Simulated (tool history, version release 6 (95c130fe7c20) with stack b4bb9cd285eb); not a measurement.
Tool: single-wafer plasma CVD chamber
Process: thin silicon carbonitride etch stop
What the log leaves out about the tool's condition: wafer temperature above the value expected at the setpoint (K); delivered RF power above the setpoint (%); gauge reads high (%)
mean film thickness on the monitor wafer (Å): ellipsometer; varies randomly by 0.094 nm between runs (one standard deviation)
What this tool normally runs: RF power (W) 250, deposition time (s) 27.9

run,day,RF power (W),deposition time (s),wafers since the last listed run,hours since the last thermocouple change,hours since the last RF generator calibration,hours since the showerhead was replaced,hours since the gauge calibration,"read-back reference wafer on the same gauge, thickness_nm",mean film thickness on the monitor wafer (Å)
1,0.000,250,27.9,0,654.0,1734.2,7491.0,618.4,14.781,177.10
2,2.662,265,25.3,1898,717.9,1798.1,7554.9,682.3,14.815,164.82
3,4.962,265,25.3,1640,773.1,1853.3,7610.1,737.5,14.831,163.33
4,6.212,265,25.3,891,803.1,1883.3,7640.1,767.5,14.791,164.17
5,7.871,250,27.9,1182,842.9,1923.1,7679.9,807.3,14.809,179.60
6,10.333,250,27.9,1756,902.0,1982.2,7739.0,866.4,14.794,179.66
7,13.138,250,27.9,1999,969.3,2049.5,7806.3,933.7,14.855,181.14
8,15.492,250,27.9,1678,1025.8,2106.0,7862.8,990.2,14.832,180.05
9,18.038,250,27.9,1815,1086.9,2167.1,7923.9,1051.3,14.830,179.63
10,19.938,250,27.9,1354,1132.5,2212.7,7969.5,1096.9,14.841,177.61
# day 20.967: gauge calibrated
# day 22.588: showerhead replaced
11,22.608,250,27.9,1666,1196.6,2276.8,0.5,39.4,14.493,173.34
# day 24.712: thermocouple changed; heater temperature recalibrated
12,25.004,220,27.9,1470,7.0,2334.3,58.0,96.9,14.499,169.15
13,26.425,250,27.9,1013,41.1,2368.4,92.1,131.0,14.544,176.69
14,28.483,300,33.3,1467,90.5,2417.8,141.5,180.4,14.574,220.28
15,31.188,205,24.2,1928,155.4,2482.7,206.4,245.3,14.646,146.81
# day 32.892: RF generator calibrated
16,33.658,250,27.9,1524,214.7,18.4,265.7,304.6,14.692,176.23
17,36.250,250,27.9,1848,276.9,80.6,327.9,366.8,14.723,177.66
18,37.804,285,25.9,1108,314.2,117.9,365.2,404.1,14.764,172.70
19,40.554,295,31.8,1961,380.2,183.9,431.2,470.1,14.766,211.68
20,42.125,250,26.3,1120,417.9,221.6,468.9,507.8,14.756,168.27
21,43.796,200,30.2,1191,458.0,261.7,509.0,547.9,14.788,184.61
22,46.638,275,26.0,2026,526.2,329.9,577.2,616.1,14.788,171.86
23,49.412,270,32.2,1978,592.8,396.5,643.8,682.7,14.804,212.65
24,50.425,220,31.1,722,617.1,420.8,668.1,707.0,14.829,194.23
25,51.738,270,26.0,935,648.6,452.3,699.6,738.5,14.816,169.24

Some steps in mean film thickness on the monitor wafer (Å) between neighbouring runs. How much of each would the tool show without its hidden state too (settings, what came in, random variation), and how much is left for the hidden state, with any gauge scatter that isn't in both results?
Run 10 -> 11: gauge calibrated, showerhead replaced. mean film thickness on the monitor wafer (Å) -4.27: hidden state -4.53, all else +0.26.
Run 13 -> 14: RF power (W) 250 -> 300, deposition time (s) 27.9 -> 33.3. mean film thickness on the monitor wafer (Å) +43.59: hidden state +1.08, all else +42.51.
Run 14 -> 15: RF power (W) 300 -> 205, deposition time (s) 33.3 -> 24.2. mean film thickness on the monitor wafer (Å) -73.47: hidden state -0.52, all else -72.95.
Run 22 -> 23: RF power (W) 275 -> 270, deposition time (s) 26.0 -> 32.2. mean film thickness on the monitor wafer (Å) +40.79: hidden state +1.30, all else +39.49.
